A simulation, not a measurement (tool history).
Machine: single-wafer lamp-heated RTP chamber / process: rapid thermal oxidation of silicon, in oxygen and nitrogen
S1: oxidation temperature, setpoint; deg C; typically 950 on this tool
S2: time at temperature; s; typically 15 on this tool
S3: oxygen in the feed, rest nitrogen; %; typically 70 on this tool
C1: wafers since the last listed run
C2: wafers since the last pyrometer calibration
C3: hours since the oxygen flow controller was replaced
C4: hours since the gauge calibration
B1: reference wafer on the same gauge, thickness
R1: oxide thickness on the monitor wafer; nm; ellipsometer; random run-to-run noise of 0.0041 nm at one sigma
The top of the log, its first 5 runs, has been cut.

Run 6, hour 304.7: usual settings; C1 340; C2 1979; C3 5581.1; C4 588.6; B1 3.11. Result: R1 2.731 nm.
Run 7, hour 362.2: usual settings but S1 961 deg C; C1 457; C2 2436; C3 5638.6; C4 646.1; B1 3.11. Result: R1 2.852 nm.
Run 8, hour 390.5: usual settings but S1 961 deg C; C1 225; C2 2662; C3 5666.9; C4 674.4; B1 3.111. Result: R1 2.856 nm.
Run 9, hour 425.6: usual settings but S1 933 deg C; C1 279; C2 2941; C3 5702; C4 709.5; B1 3.11. Result: R1 2.589 nm.
Run 10, hour 488: usual settings but S1 942 deg C; C1 496; C2 3438; C3 5764.4; C4 771.9; B1 3.109. Result: R1 2.664 nm.
Run 11, hour 541.6: usual settings but S1 942 deg C; C1 426; C2 3865; C3 5818; C4 825.5; B1 3.11. Result: R1 2.669 nm.
Run 12, hour 602.9: usual settings but S1 942 deg C; C1 488; C2 4353; C3 5879.3; C4 886.8; B1 3.109. Result: R1 2.675 nm.
Run 13, hour 640.9: usual settings but S3 80 %; C1 302; C2 4655; C3 5917.3; C4 924.8; B1 3.11. Result: R1 2.811 nm.
Run 14, hour 686.1: usual settings but S3 80 %; C1 359; C2 5015; C3 5962.5; C4 970; B1 3.11. Result: R1 2.816 nm.
Run 15, hour 742.6: usual settings; C1 449; C2 5465; C3 6019; C4 1026.5; B1 3.111. Result: R1 2.757 nm.
At hour 771.1: pyrometer window cleaned and pyrometer calibrated.
Run 16, hour 806.1: usual settings; C1 441; C2 278; C3 6082.5; C4 1090; B1 3.109. Result: R1 2.712 nm.
Run 17, hour 848.3: usual settings but S1 960 deg C, S2 12 s, S3 44 %; C1 335; C2 614; C3 6124.7; C4 1132.2; B1 3.11. Result: R1 2.531 nm.
At hour 852.3: gauge calibrated.
Run 18, hour 913: usual settings but S2 19 s; C1 515; C2 1129; C3 6189.4; C4 60.7; B1 3.109. Result: R1 2.872 nm.
At hour 990.7: oxygen flow controller replaced.
Run 19, hour 1051.4: usual settings but S1 928 deg C; C1 1038; C2 2167; C3 60.7; C4 199.1; B1 3.109. Result: R1 2.551 nm.

What does the tool deliver on the next run?
Run 20, hour 1078.2: usual settings but S1 968 deg C; C1 213; C2 2381; C3 87.5; C4 225.9; B1 ?. Result: R1 ?.

B1: 3.11
R1: 2.935 nm
Minus the tool's unlogged condition, the same run would have read R1 2.894 nm.

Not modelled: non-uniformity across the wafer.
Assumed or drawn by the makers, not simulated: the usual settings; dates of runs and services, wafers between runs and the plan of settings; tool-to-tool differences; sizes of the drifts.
